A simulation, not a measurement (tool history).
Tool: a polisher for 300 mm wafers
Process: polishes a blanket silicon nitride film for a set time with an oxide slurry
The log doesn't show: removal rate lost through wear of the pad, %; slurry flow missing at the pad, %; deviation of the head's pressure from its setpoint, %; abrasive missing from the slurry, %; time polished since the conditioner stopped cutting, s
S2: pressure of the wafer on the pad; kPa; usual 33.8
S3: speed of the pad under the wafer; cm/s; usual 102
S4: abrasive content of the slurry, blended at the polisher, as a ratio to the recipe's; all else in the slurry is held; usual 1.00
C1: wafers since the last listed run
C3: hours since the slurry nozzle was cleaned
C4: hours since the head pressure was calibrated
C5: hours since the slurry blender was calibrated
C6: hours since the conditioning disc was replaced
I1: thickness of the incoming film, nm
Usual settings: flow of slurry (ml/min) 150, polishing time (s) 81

run 1 hour=0.0 | flow_of_slurry_(ml/min)=150 S2=33.8 S3=102 S4=1.00 polishing_time_(s)=81 | C1=0 wafers_polished_on_this_pad=254 C3=324.6 C4=46.5 C5=29.6 C6=324.7 | I1=253.1 | film_removed_(Å)=573
run 2 hour=71.0 | flow_of_slurry_(ml/min)=150 S2=33.8 S3=102 S4=1.00 polishing_time_(s)=81 | C1=372 wafers_polished_on_this_pad=627 C3=395.6 C4=117.5 C5=100.6 C6=395.7 | I1=254.2 | film_removed_(Å)=566
run 3 hour=102.0 | flow_of_slurry_(ml/min)=150 S2=33.8 S3=102 S4=1.00 polishing_time_(s)=81 | C1=162 wafers_polished_on_this_pad=790 C3=426.6 C4=148.5 C5=131.6 C6=426.7 | I1=254.7 | film_removed_(Å)=562
-- hour=184.8 slurry nozzle cleaned
run 4 hour=212.7 | flow_of_slurry_(ml/min)=150 S2=33.8 S3=102 S4=1.00 polishing_time_(s)=81 | C1=575 wafers_polished_on_this_pad=1366 C3=27.9 C4=259.2 C5=242.3 C6=537.4 | I1=250.3 | film_removed_(Å)=583
-- hour=259.8 conditioning disc replaced and pad reconditioned
run 5 hour=262.8 | flow_of_slurry_(ml/min)=185 S2=29.0 S3=102 S4=1.00 polishing_time_(s)=81 | C1=252 wafers_polished_on_this_pad=1618 C3=78.0 C4=309.3 C5=292.4 C6=3.0 | I1=253.3 | film_removed_(Å)=548
run 6 hour=314.0 | flow_of_slurry_(ml/min)=150 S2=33.8 S3=102 S4=1.00 polishing_time_(s)=69 | C1=268 wafers_polished_on_this_pad=1887 C3=129.2 C4=360.5 C5=343.6 C6=54.2 | I1=246.7 | film_removed_(Å)=496
run 7 hour=376.3 | flow_of_slurry_(ml/min)=150 S2=33.8 S3=102 S4=1.00 polishing_time_(s)=81 | C1=327 wafers_polished_on_this_pad=2214 C3=191.5 C4=422.8 C5=405.9 C6=116.5 | I1=251.3 | film_removed_(Å)=583
-- hour=418.4 head pressure recalibrated
-- hour=427.3 worn pad replaced by a new one
-- hour=433.2 slurry blender recalibrated
run 8 hour=437.6 | flow_of_slurry_(ml/min)=150 S2=33.8 S3=134 S4=0.85 polishing_time_(s)=70 | C1=279 wafers_polished_on_this_pad=43 C3=252.8 C4=19.2 C5=4.4 C6=177.8 | I1=250.5 | film_removed_(Å)=522
run 9 hour=474.3 | flow_of_slurry_(ml/min)=150 S2=33.8 S3=102 S4=1.00 polishing_time_(s)=100 | C1=192 wafers_polished_on_this_pad=236 C3=289.5 C4=55.9 C5=41.1 C6=214.5 | I1=249.5 | film_removed_(Å)=707
run 10 hour=506.6 | flow_of_slurry_(ml/min)=150 S2=37.9 S3=102 S4=0.70 polishing_time_(s)=106 | C1=169 wafers_polished_on_this_pad=405 C3=321.8 C4=88.2 C5=73.4 C6=246.8 | I1=248.5 | film_removed_(Å)=630
-- hour=578.6 slurry nozzle cleaned
run 11 hour=654.0 | flow_of_slurry_(ml/min)=150 S2=33.8 S3=128 S4=1.00 polishing_time_(s)=81 | C1=768 wafers_polished_on_this_pad=1174 C3=75.4 C4=235.6 C5=220.8 C6=394.2 | I1=253.0 | film_removed_(Å)=638
run 12 hour=691.2 | flow_of_slurry_(ml/min)=150 S2=33.8 S3=102 S4=1.00 polishing_time_(s)=81 | C1=195 wafers_polished_on_this_pad=1369 C3=112.6 C4=272.8 C5=258.0 C6=431.4 | I1=249.6 | film_removed_(Å)=581
-- hour=872.0 conditioning disc replaced and pad reconditioned
-- hour=878.6 worn pad replaced by a new one
run 13 hour=890.6 | flow_of_slurry_(ml/min)=185 S2=33.8 S3=72 S4=1.00 polishing_time_(s)=81 | C1=1015 wafers_polished_on_this_pad=62 C3=312.0 C4=472.2 C5=457.4 C6=18.6 | I1=251.4 | film_removed_(Å)=516
-- hour=905.0 slurry blender recalibrated
-- hour=917.7 head pressure recalibrated
run 14 hour=955.9 | flow_of_slurry_(ml/min)=150 S2=33.8 S3=102 S4=1.00 polishing_time_(s)=81 | C1=321 wafers_polished_on_this_pad=384 C3=377.3 C4=38.2 C5=50.9 C6=83.9 | I1=247.3 | film_removed_(Å)=554
-- hour=966.1 slurry nozzle cleaned
run 15 hour=990.0 | flow_of_slurry_(ml/min)=150 S2=44.1 S3=80 S4=1.00 polishing_time_(s)=81 | C1=173 wafers_polished_on_this_pad=558 C3=23.9 C4=72.3 C5=85.0 C6=118.0 | I1=249.0 | film_removed_(Å)=600
run 16 hour=1027.4 | flow_of_slurry_(ml/min)=185 S2=33.8 S3=72 S4=1.00 polishing_time_(s)=81 | C1=196 wafers_polished_on_this_pad=754 C3=61.3 C4=109.7 C5=122.4 C6=155.4 | I1=254.6 | film_removed_(Å)=519
run 17 hour=1085.7 | flow_of_slurry_(ml/min)=150 S2=33.8 S3=102 S4=1.00 polishing_time_(s)=81 | C1=306 wafers_polished_on_this_pad=1060 C3=119.6 C4=168.0 C5=180.7 C6=213.7 | I1=248.6 | film_removed_(Å)=584
run 18 hour=1154.9 | flow_of_slurry_(ml/min)=150 S2=33.8 S3=76 S4=1.00 polishing_time_(s)=91 | C1=363 wafers_polished_on_this_pad=1424 C3=188.8 C4=237.2 C5=249.9 C6=282.9 | I1=249.0 | film_removed_(Å)=580
run 19 hour=1217.8 | flow_of_slurry_(ml/min)=150 S2=33.8 S3=102 S4=1.00 polishing_time_(s)=81 | C1=330 wafers_polished_on_this_pad=1754 C3=251.7 C4=300.1 C5=312.8 C6=345.8 | I1=247.1 | film_removed_(Å)=579
run 20 hour=1261.4 | flow_of_slurry_(ml/min)=150 S2=33.8 S3=102 S4=1.00 polishing_time_(s)=104 | C1=228 wafers_polished_on_this_pad=1983 C3=295.3 C4=343.7 C5=356.4 C6=389.4 | I1=254.3 | film_removed_(Å)=739
run 21 hour=1316.7 | flow_of_slurry_(ml/min)=150 S2=33.8 S3=84 S4=1.00 polishing_time_(s)=81 | C1=290 wafers_polished_on_this_pad=2273 C3=350.6 C4=399.0 C5=411.7 C6=444.7 | I1=246.5 | film_removed_(Å)=521
-- hour=1342.4 worn pad replaced by a new one
run 22 hour=1355.6 | flow_of_slurry_(ml/min)=150 S2=33.8 S3=102 S4=1.00 polishing_time_(s)=81 | C1=183 wafers_polished_on_this_pad=69 C3=389.5 C4=437.9 C5=450.6 C6=483.6 | I1=250.7 | film_removed_(Å)=565
run 23 hour=1387.8 | flow_of_slurry_(ml/min)=115 S2=33.8 S3=114 S4=0.85 polishing_time_(s)=67 | C1=169 wafers_polished_on_this_pad=238 C3=421.7 C4=470.1 C5=482.8 C6=515.8 | I1=248.6 | film_removed_(Å)=438
-- hour=1407.5 slurry blender recalibrated
-- hour=1408.8 head pressure recalibrated
-- hour=1414.3 slurry nozzle cleaned
run 24 hour=1448.3 | flow_of_slurry_(ml/min)=135 S2=33.8 S3=102 S4=1.00 polishing_time_(s)=97 | C1=295 wafers_polished_on_this_pad=533 C3=34.0 C4=39.5 C5=40.8 C6=576.3 | I1=252.8 | film_removed_(Å)=705
run 25 hour=1472.6 | flow_of_slurry_(ml/min)=150 S2=33.8 S3=128 S4=0.85 polishing_time_(s)=81 | C1=127 wafers_polished_on_this_pad=661 C3=58.3 C4=63.8 C5=65.1 C6=600.6 | I1=248.2 | film_removed_(Å)=589

Some steps in film removed (Å) between neighbouring runs. How much of each would the tool show without its hidden state too (settings, what came in, random variation), and how much is left for the hidden state, with any gauge scatter that isn't in both results?
Run 3 -> 4: slurry nozzle cleaned. film removed (Å) +21: hidden state +29, all else -8.
Run 14 -> 15: S2 33.8 -> 44.1, S3 102 -> 80, slurry nozzle cleaned. film removed (Å) +46: hidden state +25, all else +21.
Run 20 -> 21: S3 102 -> 84, polishing time (s) 104 -> 81. film removed (Å) -218: hidden state +0, all else -218.
Run 23 -> 24: flow of slurry (ml/min) 115 -> 135, S3 114 -> 102, S4 0.85 -> 1.00, polishing time (s) 67 -> 97, slurry blender recalibrated, head pressure recalibrated, slurry nozzle cleaned. film removed (Å) +267: hidden state +21, all else +246.

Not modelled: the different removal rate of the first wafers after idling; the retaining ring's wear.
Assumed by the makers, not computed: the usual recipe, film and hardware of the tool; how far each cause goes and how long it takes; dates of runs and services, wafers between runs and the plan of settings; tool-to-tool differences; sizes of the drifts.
